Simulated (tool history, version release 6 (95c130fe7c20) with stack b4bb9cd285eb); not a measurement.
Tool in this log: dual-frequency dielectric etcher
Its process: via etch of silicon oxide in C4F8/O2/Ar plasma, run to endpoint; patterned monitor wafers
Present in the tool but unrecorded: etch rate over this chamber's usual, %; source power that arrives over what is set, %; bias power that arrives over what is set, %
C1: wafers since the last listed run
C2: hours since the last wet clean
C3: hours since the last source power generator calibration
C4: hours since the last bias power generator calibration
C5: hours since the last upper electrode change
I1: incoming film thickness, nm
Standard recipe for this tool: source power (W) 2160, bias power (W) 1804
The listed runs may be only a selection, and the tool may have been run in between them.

{"run": 1, "hour": 0.0, "source power (W)": 2160, "bias power (W)": 1804, "C1": 0, "C2": 301.9, "C3": 1901.5, "C4": 4820.5, "C5": 1878.2, "I1": 1530.1, "endpoint time (s)": 335.2}
{"run": 2, "hour": 54.6, "source power (W)": 2160, "bias power (W)": 1804, "C1": 288, "C2": 356.5, "C3": 1956.1, "C4": 4875.1, "C5": 1932.8, "I1": 1501.2, "endpoint time (s)": 328.7}
{"run": 3, "hour": 100.7, "source power (W)": 2160, "bias power (W)": 1804, "C1": 243, "C2": 402.6, "C3": 2002.2, "C4": 4921.2, "C5": 1978.9, "I1": 1514.9, "endpoint time (s)": 333.6}
{"run": 4, "hour": 151.4, "source power (W)": 1970, "bias power (W)": 1470, "C1": 267, "C2": 453.3, "C3": 2052.9, "C4": 4971.9, "C5": 2029.6, "I1": 1509.7, "endpoint time (s)": 369.7}
{"hour": 190.2, "done": "source power generator calibrated"}
{"run": 5, "hour": 190.7, "source power (W)": 2440, "bias power (W)": 1804, "C1": 186, "C2": 492.6, "C3": 0.5, "C4": 5011.2, "C5": 2068.9, "I1": 1515.7, "endpoint time (s)": 316.1}
{"run": 6, "hour": 248.0, "source power (W)": 2160, "bias power (W)": 1804, "C1": 302, "C2": 549.9, "C3": 57.8, "C4": 5068.5, "C5": 2126.2, "I1": 1510.4, "endpoint time (s)": 333.5}
{"run": 7, "hour": 312.2, "source power (W)": 2160, "bias power (W)": 1804, "C1": 339, "C2": 614.1, "C3": 122.0, "C4": 5132.7, "C5": 2190.4, "I1": 1527.9, "endpoint time (s)": 336.8}
{"hour": 350.5, "done": "wet clean of the chamber"}
{"run": 8, "hour": 372.4, "source power (W)": 2160, "bias power (W)": 1804, "C1": 191, "C2": 21.9, "C3": 182.2, "C4": 5192.9, "C5": 2250.6, "I1": 1522.7, "endpoint time (s)": 330.6}
{"run": 9, "hour": 429.5, "source power (W)": 2520, "bias power (W)": 1804, "C1": 301, "C2": 79.0, "C3": 239.3, "C4": 5250.0, "C5": 2307.7, "I1": 1531.7, "endpoint time (s)": 311.1}
{"run": 10, "hour": 470.7, "source power (W)": 2480, "bias power (W)": 2185, "C1": 217, "C2": 120.2, "C3": 280.5, "C4": 5291.2, "C5": 2348.9, "I1": 1519.6, "endpoint time (s)": 292.9}
{"run": 11, "hour": 532.1, "source power (W)": 2160, "bias power (W)": 1804, "C1": 324, "C2": 181.6, "C3": 341.9, "C4": 5352.6, "C5": 2410.3, "I1": 1500.6, "endpoint time (s)": 327.7}
{"hour": 559.6, "done": "bias power generator calibrated"}
{"run": 12, "hour": 564.5, "source power (W)": 2300, "bias power (W)": 1616, "C1": 149, "C2": 214.0, "C3": 374.3, "C4": 4.9, "C5": 2442.7, "I1": 1521.5, "endpoint time (s)": 335.3}
{"run": 13, "hour": 621.6, "source power (W)": 2400, "bias power (W)": 2203, "C1": 301, "C2": 271.1, "C3": 431.4, "C4": 62.0, "C5": 2499.8, "I1": 1508.0, "endpoint time (s)": 295.4}
{"run": 14, "hour": 672.0, "source power (W)": 2160, "bias power (W)": 1430, "C1": 266, "C2": 321.5, "C3": 481.8, "C4": 112.4, "C5": 2550.2, "I1": 1523.2, "endpoint time (s)": 358.2}
{"run": 15, "hour": 708.3, "source power (W)": 2680, "bias power (W)": 1804, "C1": 191, "C2": 357.8, "C3": 518.1, "C4": 148.7, "C5": 2586.5, "I1": 1525.7, "endpoint time (s)": 303.6}
{"run": 16, "hour": 746.0, "source power (W)": 1760, "bias power (W)": 2246, "C1": 199, "C2": 395.5, "C3": 555.8, "C4": 186.4, "C5": 2624.2, "I1": 1512.2, "endpoint time (s)": 339.2}
{"run": 17, "hour": 804.5, "source power (W)": 2160, "bias power (W)": 1432, "C1": 308, "C2": 454.0, "C3": 614.3, "C4": 244.9, "C5": 2682.7, "I1": 1521.2, "endpoint time (s)": 359.4}
{"run": 18, "hour": 874.0, "source power (W)": 2160, "bias power (W)": 1804, "C1": 367, "C2": 523.5, "C3": 683.8, "C4": 314.4, "C5": 2752.2, "I1": 1522.1, "endpoint time (s)": 334.4}
{"hour": 899.5, "done": "wet clean of the chamber"}
{"run": 19, "hour": 927.2, "source power (W)": 2160, "bias power (W)": 2205, "C1": 154, "C2": 27.7, "C3": 737.0, "C4": 367.6, "C5": 2805.4, "I1": 1519.5, "endpoint time (s)": 310.3}
{"run": 20, "hour": 956.9, "source power (W)": 1910, "bias power (W)": 1804, "C1": 156, "C2": 57.4, "C3": 766.7, "C4": 397.3, "C5": 2835.1, "I1": 1511.6, "endpoint time (s)": 348.6}
{"run": 21, "hour": 997.8, "source power (W)": 1910, "bias power (W)": 1549, "C1": 215, "C2": 98.3, "C3": 807.6, "C4": 438.2, "C5": 2876.0, "I1": 1518.4, "endpoint time (s)": 368.9}
{"run": 22, "hour": 1069.1, "source power (W)": 2160, "bias power (W)": 1804, "C1": 376, "C2": 169.6, "C3": 878.9, "C4": 509.5, "C5": 2947.3, "I1": 1519.7, "endpoint time (s)": 330.7}
{"run": 23, "hour": 1104.9, "source power (W)": 1740, "bias power (W)": 1501, "C1": 189, "C2": 205.4, "C3": 914.7, "C4": 545.3, "C5": 2983.1, "I1": 1516.6, "endpoint time (s)": 388.3}
{"hour": 1130.7, "done": "upper electrode replaced"}
{"run": 24, "hour": 1179.1, "source power (W)": 2160, "bias power (W)": 1804, "C1": 265, "C2": 279.6, "C3": 988.9, "C4": 619.5, "C5": 48.4, "I1": 1492.7, "endpoint time (s)": 327.8}
{"run": 25, "hour": 1241.6, "source power (W)": 1780, "bias power (W)": 1402, "C1": 330, "C2": 342.1, "C3": 1051.4, "C4": 682.0, "C5": 110.9, "I1": 1510.3, "endpoint time (s)": 391.7}
{"run": 26, "hour": 1286.6, "source power (W)": 2160, "bias power (W)": 1804, "C1": 237, "C2": 387.1, "C3": 1096.4, "C4": 727.0, "C5": 155.9, "I1": 1521.1, "endpoint time (s)": 335.6}
{"run": 27, "hour": 1355.0, "source power (W)": 1880, "bias power (W)": 2190, "C1": 361, "C2": 455.5, "C3": 1164.8, "C4": 795.4, "C5": 224.3, "I1": 1491.7, "endpoint time (s)": 328.3}
{"run": 28, "hour": 1407.2, "source power (W)": 2520, "bias power (W)": 1925, "C1": 275, "C2": 507.7, "C3": 1217.0, "C4": 847.6, "C5": 276.5, "I1": 1518.8, "endpoint time (s)": 305.9}
{"run": 29, "hour": 1452.0, "source power (W)": 1880, "bias power (W)": 1381, "C1": 236, "C2": 552.5, "C3": 1261.8, "C4": 892.4, "C5": 321.3, "I1": 1517.8, "endpoint time (s)": 388.8}
{"run": 30, "hour": 1506.4, "source power (W)": 1940, "bias power (W)": 1556, "C1": 287, "C2": 606.9, "C3": 1316.2, "C4": 946.8, "C5": 375.7, "I1": 1512.4, "endpoint time (s)": 367.5}
{"hour": 1566.6, "done": "wet clean of the chamber"}
{"run": 31, "hour": 1567.1, "source power (W)": 2380, "bias power (W)": 1423, "C1": 193, "C2": 0.5, "C3": 1376.9, "C4": 1007.5, "C5": 436.4, "I1": 1515.8, "endpoint time (s)": 339.8}
{"run": 32, "hour": 1606.4, "source power (W)": 1640, "bias power (W)": 1998, "C1": 207, "C2": 39.8, "C3": 1416.2, "C4": 1046.8, "C5": 475.7, "I1": 1518.0, "endpoint time (s)": 360.0}
{"run": 33, "hour": 1676.0, "source power (W)": 2160, "bias power (W)": 1804, "C1": 367, "C2": 109.4, "C3": 1485.8, "C4": 1116.4, "C5": 545.3, "I1": 1527.6, "endpoint time (s)": 333.5}
{"run": 34, "hour": 1715.4, "source power (W)": 2160, "bias power (W)": 1804, "C1": 208, "C2": 148.8, "C3": 1525.2, "C4": 1155.8, "C5": 584.7, "I1": 1528.1, "endpoint time (s)": 333.4}

Each run again, without the hidden state but with its own random variation kept:
run=1 endpoint_time_(s)=332.0
run=2 endpoint_time_(s)=325.0
run=3 endpoint_time_(s)=329.4
run=4 endpoint_time_(s)=364.5
run=5 endpoint_time_(s)=311.2
run=6 endpoint_time_(s)=327.8
run=7 endpoint_time_(s)=330.5
run=8 endpoint_time_(s)=330.3
run=9 endpoint_time_(s)=310.3
run=10 endpoint_time_(s)=291.8
run=11 endpoint_time_(s)=325.9
run=12 endpoint_time_(s)=333.1
run=13 endpoint_time_(s)=293.0
run=14 endpoint_time_(s)=354.7
run=15 endpoint_time_(s)=300.3
run=16 endpoint_time_(s)=335.1
run=17 endpoint_time_(s)=354.5
run=18 endpoint_time_(s)=329.1
run=19 endpoint_time_(s)=309.7
run=20 endpoint_time_(s)=347.6
run=21 endpoint_time_(s)=367.4
run=22 endpoint_time_(s)=328.7
run=23 endpoint_time_(s)=385.5
run=24 endpoint_time_(s)=324.7
run=25 endpoint_time_(s)=387.2
run=26 endpoint_time_(s)=331.3
run=27 endpoint_time_(s)=323.5
run=28 endpoint_time_(s)=300.9
run=29 endpoint_time_(s)=382.0
run=30 endpoint_time_(s)=360.4
run=31 endpoint_time_(s)=339.7
run=32 endpoint_time_(s)=359.4
run=33 endpoint_time_(s)=332.2
run=34 endpoint_time_(s)=331.7

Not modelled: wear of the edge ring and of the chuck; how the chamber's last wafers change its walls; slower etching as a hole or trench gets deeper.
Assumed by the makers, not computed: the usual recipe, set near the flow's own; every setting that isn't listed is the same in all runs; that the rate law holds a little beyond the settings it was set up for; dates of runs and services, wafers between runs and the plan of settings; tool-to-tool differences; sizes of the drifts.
